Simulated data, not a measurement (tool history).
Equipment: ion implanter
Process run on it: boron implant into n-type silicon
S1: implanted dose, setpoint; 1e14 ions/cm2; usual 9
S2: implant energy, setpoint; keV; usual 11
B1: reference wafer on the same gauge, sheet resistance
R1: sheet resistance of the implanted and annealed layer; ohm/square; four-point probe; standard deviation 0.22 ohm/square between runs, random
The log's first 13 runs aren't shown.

run	day	S1	S2	B1	R1
14	7.275	9	8.5	166	149.01
# day 8.162: extraction supply calibrated
15	8.183	9	8.5	165.99	149.34
16	8.317	8.35	11	165.98	154.39
17	8.683	9	11	165.97	145.14
18	8.962	8.25	7.5	166.04	162.98
19	9.658	7.06	8.5	166.01	183.86
# day 9.867: gauge calibrated
20	10.196	9	11	165.99	145.44
21	10.612	9	11	166	145.33
22	10.904	10.46	12	166	127.06
23	11.329	10.72	11	165.99	126.2
24	11.804	9	9	166.04	148.94
25	12.279	9	11	165.99	145.82
26	12.888	9	11	166.01	146.08
27	13.562	10.8	11	166.05	126.1
28	14.2	10.89	8	165.99	131.52
29	14.667	6.66	10	165.99	191.93
30	15.188	7.56	14	166.02	166.58
31	15.783	7.18	7.5	166.03	184.85
32	16.446	11.6	7.5	166.02	127.51
33	16.821	11.04	9	166.02	127.53

Branching from run 33: 3 alternative next runs. What would each branch give?
A	16.838	9	14.5	?	?
B	16.838	8.16	12	?	?
C	16.838	7.62	11	?	?

run	B1	R1
A	166.03	142.87
B	166.03	158.18
C	166.03	169.26
Stripped of hidden state, with their random variation kept, the same runs would have yielded:
run	R1
A	140.18
B	155.18
C	166.03
